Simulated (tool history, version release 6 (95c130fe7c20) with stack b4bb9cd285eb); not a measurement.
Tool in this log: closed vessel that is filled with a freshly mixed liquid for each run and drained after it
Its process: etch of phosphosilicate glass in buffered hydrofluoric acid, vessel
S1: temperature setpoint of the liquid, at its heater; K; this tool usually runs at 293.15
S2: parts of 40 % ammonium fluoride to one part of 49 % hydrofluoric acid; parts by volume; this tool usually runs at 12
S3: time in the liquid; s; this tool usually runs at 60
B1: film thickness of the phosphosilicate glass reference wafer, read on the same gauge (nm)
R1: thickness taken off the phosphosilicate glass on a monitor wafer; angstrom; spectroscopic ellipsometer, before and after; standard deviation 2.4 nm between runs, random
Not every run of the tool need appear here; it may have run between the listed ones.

Run 1, hour 0: usual settings but S1 292.15 K, S2 15 parts by volume; B1 70.04. Result: R1 1805.7 angstrom.
Run 2, hour 63.5: usual settings but S1 290.15 K; B1 70.01. Result: R1 2026.7 angstrom.
Run 3, hour 177.6: usual settings but S2 10 parts by volume; B1 70.05. Result: R1 2883.2 angstrom.
Run 4, hour 238.4: usual settings but S3 40 s; B1 70.02. Result: R1 1577.6 angstrom.
Run 5, hour 330.9: usual settings but S3 40 s; B1 70.01. Result: R1 1582.2 angstrom.
Run 6, hour 413: usual settings but S3 40 s; B1 70. Result: R1 1611.8 angstrom.
Run 7, hour 467.8: usual settings but S1 291.65 K, S2 10 parts by volume; B1 70.03. Result: R1 2622.8 angstrom.
Run 8, hour 548.9: usual settings but S1 291.65 K, S2 10 parts by volume; B1 70. Result: R1 2569.2 angstrom.
At hour 564.4: thermometer replaced.
Run 9, hour 659.8: usual settings; B1 69.97. Result: R1 2285.6 angstrom.
Run 10, hour 764: usual settings but S1 290.15 K, S2 14 parts by volume, S3 50 s; B1 70. Result: R1 1355.6 angstrom.
Run 11, hour 808.5: usual settings but S2 8.5 parts by volume; B1 70.05. Result: R1 3050.1 angstrom.
Run 12, hour 856.1: usual settings but S2 10.5 parts by volume; B1 69.99. Result: R1 2562.9 angstrom.
Run 13, hour 892.8: usual settings but S1 290.65 K; B1 69.99. Result: R1 1941.7 angstrom.
At hour 981.9: thermometer replaced, repeated, since the last time left the tool worse.
Run 14, hour 984.2: usual settings but S1 297.15 K, S2 9.5 parts by volume, S3 30 s; B1 69.99. Result: R1 1953 angstrom.
At hour 995.5: hydrofluoric acid flow meter replaced.
Run 15, hour 1042: usual settings but S1 295.65 K; B1 69.97. Result: R1 2892.9 angstrom.
At hour 1147: gauge calibrated.
Run 16, hour 1156.3: usual settings but S1 295.15 K, S2 15 parts by volume, S3 35 s; B1 70. Result: R1 1343.4 angstrom.
Run 17, hour 1204.5: usual settings but S1 290.15 K, S2 13.5 parts by volume, S3 70 s; B1 70.04. Result: R1 2203.7 angstrom.
Run 18, hour 1256.6: usual settings but S1 295.15 K, S2 9.5 parts by volume; B1 70.02. Result: R1 3476.1 angstrom.
Run 19, hour 1353.2: usual settings but S2 8.5 parts by volume, S3 50 s; B1 70.02. Result: R1 2823.5 angstrom.
Run 20, hour 1409.2: usual settings but S2 9.5 parts by volume; B1 70.06. Result: R1 3064.4 angstrom.
Run 21, hour 1507.6: usual settings but S3 75 s; B1 70.01. Result: R1 3090.3 angstrom.
Run 22, hour 1555.4: usual settings but S2 8 parts by volume, S3 80 s; B1 70. Result: R1 4871 angstrom.
Run 23, hour 1640.8: usual settings but S1 295.65 K; B1 69.99. Result: R1 2871.5 angstrom.
Run 24, hour 1702.1: usual settings but S1 295.15 K, S2 9.5 parts by volume; B1 69.97. Result: R1 3467.5 angstrom.
Run 25, hour 1806.8: usual settings but S1 290.15 K, S2 9.5 parts by volume, S3 35 s; B1 69.99. Result: R1 1510.4 angstrom.
Run 26, hour 1879.8: usual settings; B1 70. Result: R1 2498.2 angstrom.
Run 27, hour 1987.6: usual settings but S1 298.15 K, S2 14 parts by volume; B1 69.95. Result: R1 2812.7 angstrom.
Run 28, hour 2087.7: usual settings but S1 294.65 K, S2 10 parts by volume, S3 80 s; B1 70.01. Result: R1 4356.4 angstrom.
Run 29, hour 2131.7: usual settings but S1 290.15 K, S2 10.5 parts by volume, S3 45 s; B1 70. Result: R1 1771.8 angstrom.
Run 30, hour 2170.3: usual settings but S1 290.15 K, S2 7.5 parts by volume; B1 70.01. Result: R1 3229.7 angstrom.
Run 31, hour 2228.2: usual settings; B1 70.03. Result: R1 2454.2 angstrom.

5 options for the next run, each taken on its own from the tool as it stands now. Forecast them:
Run A, hour 2228.9: usual settings but S1 291.15 K; B1 ?. Result: R1 ?.
Run B, hour 2228.9: usual settings but S3 95 s; B1 ?. Result: R1 ?.
Run C, hour 2228.9: usual settings but S2 14.5 parts by volume, S3 85 s; B1 ?. Result: R1 ?.
Run D, hour 2228.9: usual settings but S2 7 parts by volume, S3 75 s; B1 ?. Result: R1 ?.
Run E, hour 2228.9: usual settings but S1 297.15 K, S2 7.5 parts by volume, S3 70 s; B1 ?. Result: R1 ?.

run     B1      R1
  A  70.03  2206.9
  B  70.03  3913.7
  C  70.03  2908.5
  D  70.03  5178.9
  E  70.03  5601.2
Without the tool's unlogged condition, the same runs would have read:
run      R1
  A  2305.7
  B  4086.7
  C  3037.1
  D  5407.3
  E  5841.7

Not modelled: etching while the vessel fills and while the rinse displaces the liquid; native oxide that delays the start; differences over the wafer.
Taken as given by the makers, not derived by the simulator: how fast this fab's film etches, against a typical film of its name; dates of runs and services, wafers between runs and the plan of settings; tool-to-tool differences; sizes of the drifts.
